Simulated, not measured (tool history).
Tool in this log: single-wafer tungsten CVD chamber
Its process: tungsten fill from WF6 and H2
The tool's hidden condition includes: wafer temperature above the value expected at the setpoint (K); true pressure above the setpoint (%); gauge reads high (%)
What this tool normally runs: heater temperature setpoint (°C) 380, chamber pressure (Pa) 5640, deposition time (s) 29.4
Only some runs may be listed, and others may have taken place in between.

run,hour,heater temperature setpoint (°C),chamber pressure (Pa),deposition time (s),wafers since the last listed run,hours since the last thermocouple change,hours since the last manometer calibration,hours since the showerhead was replaced,hours since the gauge calibration,"read-back reference wafer on the same gauge, thickness_nm",mean film thickness on the monitor wafer (nm)
1,0,380,5640,29.4,0,828,788,3334.8,258.4,76.539,67.1
2,46.3,380,5640,29.4,961,874.3,834.3,3381.1,304.7,76.537,67.704
3,93.2,380,5640,29.4,973,921.2,881.2,3428,351.6,76.532,67.252
4,148.3,380,5640,29.4,1143,976.3,936.3,3483.1,406.7,76.407,67.344
5,269.8,380,5640,29.4,2522,1097.8,1057.8,3604.6,528.2,76.474,66.943
6,308,380,5640,29.4,792,1136,1096,3642.8,566.4,76.468,67.458
7,349.1,380,5640,29.4,853,1177.1,1137.1,3683.9,607.5,76.578,67.42
# hour 392.9: gauge calibrated
8,418.6,380,5640,29.4,1442,1246.6,1206.6,3753.4,25.7,76.519,67.512
9,479.7,380,5640,29.4,1268,1307.7,1267.7,3814.5,86.8,76.466,67.861
# hour 531.3: showerhead replaced
# hour 533.8: capacitance manometer re-zeroed and calibrated
10,542.8,390,6706,32.1,1092,1370.8,9,11.5,149.9,76.545,99.753
11,595.1,391,4400,31,1085,1423.1,61.3,63.8,202.2,76.408,71.169
12,621.9,380,6839,25.9,556,1449.9,88.1,90.6,229,76.367,67.458
# hour 653.1: thermocouple changed; heater temperature recalibrated
13,680.1,380,6013,25.1,1042,27,146.3,148.8,287.2,76.475,59.036
14,725.9,380,5640,26.3,950,72.8,192.1,194.6,333,76.45,59.037
15,780.1,380,5640,29.4,1125,127,246.3,248.8,387.2,76.445,66.196
16,819.6,392,6533,35.2,819,166.5,285.8,288.3,426.7,76.561,109.617
17,877.8,373,5640,34.6,1208,224.7,344,346.5,484.9,76.543,68.573
18,926.8,380,6453,26.3,1017,273.7,393,395.5,533.9,76.525,65.298

What if the next run were any one of these 5? Each begins from the tool's condition after run 18:
A,927.2,380,5640,29.4,8,274.1,393.4,395.9,534.3,?,?
B,927.2,380,5066,29.4,8,274.1,393.4,395.9,534.3,?,?
C,927.2,380,6133,29.4,8,274.1,393.4,395.9,534.3,?,?
D,927.2,393,6746,31,8,274.1,393.4,395.9,534.3,?,?
E,927.2,373,4746,26.3,8,274.1,393.4,395.9,534.3,?,?

run,"read-back reference wafer on the same gauge, thickness_nm",mean film thickness on the monitor wafer (nm)
A,76.479,66.579
B,76.479,61.381
C,76.479,70.629
D,76.479,100.459
E,76.479,45.569
Take away the tool's hidden state, keep each run's random variation, and the runs would have read:
run,mean film thickness on the monitor wafer (nm)
A,65.873
B,60.731
C,69.88
D,99.454
E,45.069
